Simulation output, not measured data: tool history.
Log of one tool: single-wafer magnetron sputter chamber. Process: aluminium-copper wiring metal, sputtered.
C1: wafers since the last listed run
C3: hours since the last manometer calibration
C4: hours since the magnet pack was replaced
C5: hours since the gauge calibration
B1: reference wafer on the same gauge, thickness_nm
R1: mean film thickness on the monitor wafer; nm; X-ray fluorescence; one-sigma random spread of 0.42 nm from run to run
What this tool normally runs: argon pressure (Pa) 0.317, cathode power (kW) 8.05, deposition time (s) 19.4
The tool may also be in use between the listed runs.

run 1 hour=0 | argon_pressure_(Pa)=0.317 cathode_power_(kW)=8.05 deposition_time_(s)=22.5 | C1=0 wafers_on_the_sputter_target=2161 C3=1902.4 C4=4743.8 C5=260.3 | B1=245.858 | R1=323.512
run 2 hour=14.4 | argon_pressure_(Pa)=0.317 cathode_power_(kW)=8.05 deposition_time_(s)=22.5 | C1=374 wafers_on_the_sputter_target=2536 C3=1916.8 C4=4758.2 C5=274.7 | B1=245.979 | R1=323.058
run 3 hour=31.2 | argon_pressure_(Pa)=0.317 cathode_power_(kW)=8.05 deposition_time_(s)=22.5 | C1=437 wafers_on_the_sputter_target=2973 C3=1933.6 C4=4775 C5=291.5 | B1=246.099 | R1=322.684
run 4 hour=66.3 | argon_pressure_(Pa)=0.288 cathode_power_(kW)=8.05 deposition_time_(s)=19.4 | C1=913 wafers_on_the_sputter_target=3886 C3=1968.7 C4=4810.1 C5=326.6 | B1=245.901 | R1=281.824
run 5 hour=91.3 | argon_pressure_(Pa)=0.288 cathode_power_(kW)=8.05 deposition_time_(s)=19.4 | C1=650 wafers_on_the_sputter_target=4536 C3=1993.7 C4=4835.1 C5=351.6 | B1=245.968 | R1=281.683
run 6 hour=117 | argon_pressure_(Pa)=0.288 cathode_power_(kW)=8.05 deposition_time_(s)=19.4 | C1=668 wafers_on_the_sputter_target=5205 C3=2019.4 C4=4860.8 C5=377.3 | B1=245.954 | R1=280.671
run 7 hour=138.6 | argon_pressure_(Pa)=0.317 cathode_power_(kW)=8.75 deposition_time_(s)=19.4 | C1=561 wafers_on_the_sputter_target=5767 C3=2041 C4=4882.4 C5=398.9 | B1=246.04 | R1=301.972
-- hour=141.2 gauge calibrated
run 8 hour=167.1 | argon_pressure_(Pa)=0.317 cathode_power_(kW)=8.75 deposition_time_(s)=19.4 | C1=741 wafers_on_the_sputter_target=6508 C3=2069.5 C4=4910.9 C5=25.9 | B1=245.985 | R1=302.158
run 9 hour=202.2 | argon_pressure_(Pa)=0.317 cathode_power_(kW)=8.75 deposition_time_(s)=19.4 | C1=913 wafers_on_the_sputter_target=7421 C3=2104.6 C4=4946 C5=61 | B1=246.078 | R1=301.713
-- hour=227 magnet pack replaced
run 10 hour=227.5 | argon_pressure_(Pa)=0.317 cathode_power_(kW)=7.1 deposition_time_(s)=15.9 | C1=450 wafers_on_the_sputter_target=7871 C3=2129.9 C4=0.5 C5=86.3 | B1=245.789 | R1=201.098
-- hour=257.3 sputter target and shields replaced
-- hour=262.9 capacitance manometer re-zeroed and calibrated
run 11 hour=263.4 | argon_pressure_(Pa)=0.317 cathode_power_(kW)=8.05 deposition_time_(s)=19.4 | C1=581 wafers_on_the_sputter_target=12 C3=0.5 C4=36.4 C5=122.2 | B1=246.061 | R1=280.581
run 12 hour=272 | argon_pressure_(Pa)=0.424 cathode_power_(kW)=8.05 deposition_time_(s)=19.4 | C1=223 wafers_on_the_sputter_target=236 C3=9.1 C4=45 C5=130.8 | B1=246.061 | R1=269.031
run 13 hour=288.3 | argon_pressure_(Pa)=0.237 cathode_power_(kW)=9.75 deposition_time_(s)=22.9 | C1=424 wafers_on_the_sputter_target=660 C3=25.4 C4=61.3 C5=147.1 | B1=245.894 | R1=412.946
run 14 hour=302.5 | argon_pressure_(Pa)=0.223 cathode_power_(kW)=9.45 deposition_time_(s)=20.7 | C1=369 wafers_on_the_sputter_target=1029 C3=39.6 C4=75.5 C5=161.3 | B1=246.046 | R1=362.959
run 15 hour=332.6 | argon_pressure_(Pa)=0.317 cathode_power_(kW)=8.05 deposition_time_(s)=19.4 | C1=782 wafers_on_the_sputter_target=1812 C3=69.7 C4=105.6 C5=191.4 | B1=246.026 | R1=279.564
run 16 hour=353.4 | argon_pressure_(Pa)=0.317 cathode_power_(kW)=8.05 deposition_time_(s)=19.4 | C1=541 wafers_on_the_sputter_target=2354 C3=90.5 C4=126.4 C5=212.2 | B1=246.05 | R1=279.065
run 17 hour=370 | argon_pressure_(Pa)=0.389 cathode_power_(kW)=9.05 deposition_time_(s)=16.6 | C1=431 wafers_on_the_sputter_target=2785 C3=107.1 C4=143 C5=228.8 | B1=245.968 | R1=260.682
run 18 hour=385.5 | argon_pressure_(Pa)=0.219 cathode_power_(kW)=6.85 deposition_time_(s)=21.7 | C1=403 wafers_on_the_sputter_target=3189 C3=122.6 C4=158.5 C5=244.3 | B1=245.98 | R1=275.337
run 19 hour=415.2 | argon_pressure_(Pa)=0.385 cathode_power_(kW)=6.45 deposition_time_(s)=22.3 | C1=772 wafers_on_the_sputter_target=3961 C3=152.3 C4=188.2 C5=274 | B1=245.846 | R1=250.424

State the hidden condition of the tool at each of the runs:
true argon pressure above the setpoint (%): 0, the same for each run
gauge reads high (%): 0, the same for each run
H1: deposition rate above that of a new target (%)
run=1 H1=-0.793
run=2 H1=-0.857
run=3 H1=-0.92
run=4 H1=-1.02
run=5 H1=-1.08
run=6 H1=-1.12
run=7 H1=-1.15
run=8 H1=-1.18
run=9 H1=-1.21
run=10 H1=-1.22
run=11 H1=-0.127
run=12 H1=-0.211
run=13 H1=-0.351
run=14 H1=-0.456
run=15 H1=-0.635
run=16 H1=-0.73
run=17 H1=-0.794
run=18 H1=-0.845
run=19 H1=-0.922
